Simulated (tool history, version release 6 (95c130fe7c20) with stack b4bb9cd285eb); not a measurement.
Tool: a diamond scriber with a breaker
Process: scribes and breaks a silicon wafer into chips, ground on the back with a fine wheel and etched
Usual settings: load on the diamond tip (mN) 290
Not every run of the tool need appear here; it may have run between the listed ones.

run    hour  load on the diamond tip (mN)  wafers since the last listed run  hours since the diamond tip was replaced  hours since the load on the tip was calibrated  incoming depth of the damage left on the back of the incoming wafer, um  depth of the median crack under the scribed line (µm)  chips rejected at inspection after the break (%)
  1     0.0                           228                                 0                                     295.5                                            69.4                                                                     0.46                                                   7.07                                              3.20
  2    71.3                           228                               252                                     366.8                                           140.7                                                                     0.77                                                   6.94                                              3.78
      151.8  -- diamond tip replaced by a new one
  3   172.7                           322                               352                                      20.9                                           242.1                                                                     0.46                                                   8.30                                              0.67
  4   254.0                           322                               288                                     102.2                                           323.4                                                                     0.49                                                   8.31                                              0.62
      314.0  -- load on the tip recalibrated
  5   319.9                           322                               226                                     168.1                                             5.9                                                                     0.47                                                   8.67                                              0.72
  6   372.9                           268                               187                                     221.1                                            58.9                                                                     0.65                                                   7.69                                              0.98
  7   449.9                           290                               272                                     298.1                                           135.9                                                                     0.35                                                   7.89                                              0.80
      549.6  -- diamond tip replaced by a new one
  8   557.8                           326                               375                                       8.2                                           243.8                                                                     0.45                                                   8.59                                              0.73
  9   605.0                           326                               167                                      55.4                                           291.0                                                                     0.47                                                   8.47                                              0.62
 10   712.8                           290                               381                                     163.2                                           398.8                                                                     0.36                                                   7.59                                              1.16
 11   760.1                           290                               167                                     210.5                                           446.1                                                                     0.76                                                   7.48                                              1.53
      806.3  -- load on the tip recalibrated
 12   862.9                           220                               357                                     313.3                                            56.6                                                                     0.53                                                   6.95                                              3.66
 13   927.6                           213                               229                                     378.0                                           121.3                                                                     0.54                                                   6.65                                              4.63
      961.2  -- diamond tip replaced by a new one
 14   968.6                           290                               138                                       7.4                                           162.3                                                                     0.44                                                   8.14                                              0.56
 15  1045.8                           329                               273                                      84.6                                           239.5                                                                     0.70                                                   8.59                                              0.74
 16  1125.7                           203                               283                                     164.5                                           319.4                                                                     0.69                                                   6.67                                              5.16
 17  1184.6                           206                               208                                     223.4                                           378.3                                                                     0.33                                                   6.49                                              6.71
     1203.1  -- load on the tip recalibrated
 18  1253.8                           344                               238                                     292.6                                            50.7                                                                     0.47                                                   8.83                                              0.90
 19  1331.5                           290                               275                                     370.3                                           128.4                                                                     0.71                                                   7.70                                              0.98
     1361.5  -- diamond tip replaced by a new one
 20  1409.3                           240                               268                                      47.8                                           206.2                                                                     0.31                                                   7.15                                              2.08
 21  1512.7                           290                               366                                     151.2                                           309.6                                                                     0.70                                                   7.90                                              0.88

A few steps of depth of the median crack under the scribed line (µm) between consecutive runs. Split each: what settings, incoming material and random variation would produce without the hidden state, and what is left over for the hidden state, along with gauge scatter present in only one of the two compared results (measured, and without hidden state):
Hidden conditions of the tool in this case: share of the diamond tip's cutting effectiveness lost through wear, %; deviation of the load on the tip from its setpoint, %.
Run 4 -> 5: load on the tip recalibrated. depth of the median crack under the scribed line (µm) +0.36: hidden state +0.37, all else -0.01.
Run 11 -> 12: load on the diamond tip (mN) 290 -> 220, load on the tip recalibrated. depth of the median crack under the scribed line (µm) -0.53: hidden state +0.52, all else -1.05.
Run 15 -> 16: load on the diamond tip (mN) 329 -> 203. depth of the median crack under the scribed line (µm) -1.92: hidden state -0.11, all else -1.81.
Run 17 -> 18: load on the diamond tip (mN) 206 -> 344, load on the tip recalibrated. depth of the median crack under the scribed line (µm) +2.34: hidden state +0.18, all else +2.16.
